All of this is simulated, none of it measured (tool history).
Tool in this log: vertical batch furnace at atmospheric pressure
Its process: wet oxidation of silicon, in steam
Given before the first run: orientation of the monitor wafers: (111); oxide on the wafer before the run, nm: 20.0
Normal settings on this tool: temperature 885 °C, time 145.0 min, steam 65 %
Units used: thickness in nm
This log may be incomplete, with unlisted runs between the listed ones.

run,hour,temperature,time,steam,"read-back reference wafer on the same gauge, thickness",thickness
1,0.0,885,145.0,65,269.08,290.94
2,47.6,885,145.0,65,269.07,291.06
3,145.6,885,145.0,65,269.11,289.93
4,197.1,866,145.0,65,269.07,234.89
5,266.4,900,145.0,65,269.05,341.58
6,331.1,900,145.0,65,268.90,340.58
7,429.0,900,145.0,65,269.02,340.65
8,499.2,875,116.0,65,268.96,220.66
9,585.6,908,113.0,65,268.92,307.28
10,643.9,892,175.5,59,268.98,338.38
# hour 715.6: thermocouples replaced and temperature profile calibrated
11,719.6,866,195.5,76,269.04,346.67
12,821.3,885,145.0,65,269.00,303.04
# hour 869.4: thermocouples replaced and temperature profile calibrated, repeated, since the last time left the tool worse
# hour 875.6: steam generator serviced
13,876.1,902,75.5,65,269.01,208.04
# hour 918.1: gauge calibrated
14,919.7,885,145.0,71,268.96,300.78
15,1014.6,885,145.0,60,269.00,265.83
16,1119.1,902,94.5,71,269.08,262.65
17,1200.1,885,145.0,65,268.97,282.41

Alternative continuations, all from the tool just after run 17; predict every row:
A,1207.2,885,98.5,65,?,?
B,1207.2,873,166.5,76,?,?
C,1207.2,895,194.0,59,?,?

run,"read-back reference wafer on the same gauge, thickness",thickness
A,269.07,210.87
B,269.07,308.34
C,269.07,361.70
With the hidden condition removed and each run's random variation left untouched, the same runs would have given:
run,thickness
A,210.50
B,307.81
C,361.17

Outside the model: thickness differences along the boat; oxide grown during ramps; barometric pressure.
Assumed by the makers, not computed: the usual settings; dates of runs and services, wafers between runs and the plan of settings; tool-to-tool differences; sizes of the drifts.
